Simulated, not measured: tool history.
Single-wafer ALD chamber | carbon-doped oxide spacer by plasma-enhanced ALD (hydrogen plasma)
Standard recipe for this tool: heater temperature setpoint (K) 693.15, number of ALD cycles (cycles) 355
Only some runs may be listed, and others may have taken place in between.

run	hour	heater temperature setpoint (K)	number of ALD cycles (cycles)	read-back reference wafer on the same gauge, thickness_nm	mean film thickness on the monitor wafer (Å)
1	0	693.15	355	18.091	170.59
2	40	693.15	355	18.101	171.9
3	79.2	693.15	355	18.099	171.44
4	104.3	693.15	355	18.112	170.54
5	137.4	693.15	355	18.104	171.8
6	173.4	693.15	355	18.091	171.03
# hour 195.1: thermocouple changed; heater temperature recalibrated
7	207.7	693.15	355	18.089	171.51
8	272.6	693.15	355	18.099	171.3
9	306.4	684.15	379	18.105	188.23
10	376.5	703.15	336	18.091	156.6
11	408.7	693.15	355	18.113	171.34
12	443.6	693.15	355	18.108	171.38
13	496.4	693.15	355	18.085	170.71
14	594.2	693.15	355	18.105	171.85
15	623	693.15	355	18.095	170.62
16	650.2	693.15	355	18.085	172.05
17	715.5	681.15	355	18.115	179.26
18	786.4	693.15	377	18.102	182.85
19	826.9	693.15	377	18.112	181.92
20	855.8	693.15	355	18.1	170.59
21	891.5	693.15	355	18.102	171.04
22	937.9	693.15	355	18.119	170.86
23	963.1	689.15	328	18.119	160.13
24	1032.5	702.15	355	18.099	165.76
25	1101.8	700.15	320	18.097	150.63
# hour 1126: thermocouple changed; heater temperature recalibrated
26	1159.9	704.15	404	18.096	187.23
27	1220.2	693.15	355	18.112	171.42
28	1266.7	682.15	331	18.102	166.89
29	1328.1	698.15	332	18.092	156.89
30	1378.2	701.15	420	18.097	196.44
31	1405.3	693.15	355	18.11	171.61
# hour 1409.6: gauge calibrated
32	1441.9	706.15	406	18.088	186.34
33	1481.7	702.15	387	18.109	180.96
34	1523.4	693.15	295	18.103	142.37
35	1620.9	706.15	309	18.11	142.3
36	1685.9	699.15	291	18.106	136.74
37	1713.2	682.15	324	18.103	162.98
38	1782.2	693.15	355	18.1	171.01
39	1833.3	693.15	355	18.097	171.74
40	1857.7	701.15	420	18.091	196.3

Estimate the outcome of run 41 from the log above:
41	1926.1	706.15	309	?	?

{"run 41": {"read-back reference wafer on the same gauge, thickness_nm": 18.1, "mean film thickness on the monitor wafer (Å)": 142.98}}
Take away the tool's hidden state, keep the run-to-run variation as it was, and the same run would have given mean film thickness on the monitor wafer (Å) 142.98.

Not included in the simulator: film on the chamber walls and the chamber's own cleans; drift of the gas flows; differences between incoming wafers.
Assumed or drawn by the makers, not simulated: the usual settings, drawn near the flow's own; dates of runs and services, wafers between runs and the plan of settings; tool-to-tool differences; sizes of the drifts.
